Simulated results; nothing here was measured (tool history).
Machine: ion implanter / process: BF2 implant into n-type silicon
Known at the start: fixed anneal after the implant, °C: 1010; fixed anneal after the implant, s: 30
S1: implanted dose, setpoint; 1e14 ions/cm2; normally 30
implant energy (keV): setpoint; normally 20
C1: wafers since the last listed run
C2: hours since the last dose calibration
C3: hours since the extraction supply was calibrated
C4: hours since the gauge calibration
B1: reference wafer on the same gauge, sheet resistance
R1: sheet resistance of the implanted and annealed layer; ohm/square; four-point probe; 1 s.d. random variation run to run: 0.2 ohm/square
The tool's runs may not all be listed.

run 1 hour=0 | S1=30 implant_energy_(keV)=20 | C1=0 C2=1803.4 C3=3136 C4=98 | B1=112.91 | R1=133.88
run 2 hour=21.8 | S1=30 implant_energy_(keV)=20 | C1=354 C2=1825.2 C3=3157.8 C4=119.8 | B1=112.94 | R1=134.02
run 3 hour=34 | S1=30 implant_energy_(keV)=20 | C1=198 C2=1837.4 C3=3170 C4=132 | B1=113.05 | R1=134.16
run 4 hour=53.7 | S1=30 implant_energy_(keV)=20 | C1=320 C2=1857.1 C3=3189.7 C4=151.7 | B1=113.12 | R1=134.07
run 5 hour=84.5 | S1=30 implant_energy_(keV)=20 | C1=501 C2=1887.9 C3=3220.5 C4=182.5 | B1=113.09 | R1=134.29
run 6 hour=151.3 | S1=31.8 implant_energy_(keV)=20 | C1=1086 C2=1954.7 C3=3287.3 C4=249.3 | B1=113.31 | R1=134.22
run 7 hour=171.8 | S1=30 implant_energy_(keV)=20 | C1=333 C2=1975.2 C3=3307.8 C4=269.8 | B1=113.35 | R1=134.57
-- hour=193.9 gauge calibrated
run 8 hour=194.3 | S1=33.93 implant_energy_(keV)=20 | C1=366 C2=1997.7 C3=3330.3 C4=0.4 | B1=111.92 | R1=132.18
-- hour=226 Faraday cup replaced and dose calibrated
run 9 hour=226.5 | S1=30 implant_energy_(keV)=16.5 | C1=393 C2=0.5 C3=3362.5 C4=32.6 | B1=112.28 | R1=143.31
-- hour=317.8 extraction supply calibrated
run 10 hour=318.2 | S1=30 implant_energy_(keV)=16.5 | C1=1361 C2=92.2 C3=0.4 C4=124.3 | B1=112.94 | R1=144.26
run 11 hour=336 | S1=26.17 implant_energy_(keV)=20 | C1=289 C2=110 C3=18.2 C4=142.1 | B1=112.9 | R1=134.97
run 12 hour=366.2 | S1=33.81 implant_energy_(keV)=26 | C1=491 C2=140.2 C3=48.4 C4=172.3 | B1=113.04 | R1=119.36
run 13 hour=381.9 | S1=26.4 implant_energy_(keV)=13.5 | C1=255 C2=155.9 C3=64.1 C4=188 | B1=113.05 | R1=154.74
run 14 hour=408.7 | S1=30 implant_energy_(keV)=20 | C1=435 C2=182.7 C3=90.9 C4=214.8 | B1=113.17 | R1=134.52
run 15 hour=463.2 | S1=22.35 implant_energy_(keV)=23 | C1=886 C2=237.2 C3=145.4 C4=269.3 | B1=113.27 | R1=129.32
run 16 hour=487.9 | S1=30 implant_energy_(keV)=20 | C1=401 C2=261.9 C3=170.1 C4=294 | B1=113.32 | R1=134.6
-- hour=496.2 gauge calibrated
run 17 hour=502.3 | S1=27.45 implant_energy_(keV)=18 | C1=234 C2=276.3 C3=184.5 C4=6.1 | B1=112.21 | R1=139.4
run 18 hour=531.9 | S1=26.17 implant_energy_(keV)=20 | C1=481 C2=305.9 C3=214.1 C4=35.7 | B1=112.56 | R1=134.43
run 19 hour=561.6 | S1=35.65 implant_energy_(keV)=20 | C1=483 C2=335.6 C3=243.8 C4=65.4 | B1=112.69 | R1=132.49
run 20 hour=581.5 | S1=22.36 implant_energy_(keV)=17.5 | C1=323 C2=355.5 C3=263.7 C4=85.3 | B1=112.93 | R1=142.35
run 21 hour=607.1 | S1=30 implant_energy_(keV)=20 | C1=416 C2=381.1 C3=289.3 C4=110.9 | B1=113.09 | R1=134.27
run 22 hour=629.6 | S1=37.24 implant_energy_(keV)=18 | C1=366 C2=403.6 C3=311.8 C4=133.4 | B1=113.11 | R1=137.7

Alternative continuations, all from the tool just after run 22; predict every row:
run A hour=630 | S1=23.53 implant_energy_(keV)=20 | C1=6 C2=404 C3=312.2 C4=133.8 | B1=? | R1=?
run B hour=630 | S1=21.17 implant_energy_(keV)=25 | C1=6 C2=404 C3=312.2 C4=133.8 | B1=? | R1=?
run C hour=630 | S1=35.09 implant_energy_(keV)=26.5 | C1=6 C2=404 C3=312.2 C4=133.8 | B1=? | R1=?
run D hour=630 | S1=26.55 implant_energy_(keV)=20 | C1=6 C2=404 C3=312.2 C4=133.8 | B1=? | R1=?

run=A B1=113.12 R1=135.57
run=B B1=113.12 R1=125
run=C B1=113.12 R1=118.35
run=D B1=113.12 R1=134.88
What these runs would have given with no unlogged condition in the tool:
run=A R1=134.22
run=B R1=123.75
run=C R1=117.17
run=D R1=133.54

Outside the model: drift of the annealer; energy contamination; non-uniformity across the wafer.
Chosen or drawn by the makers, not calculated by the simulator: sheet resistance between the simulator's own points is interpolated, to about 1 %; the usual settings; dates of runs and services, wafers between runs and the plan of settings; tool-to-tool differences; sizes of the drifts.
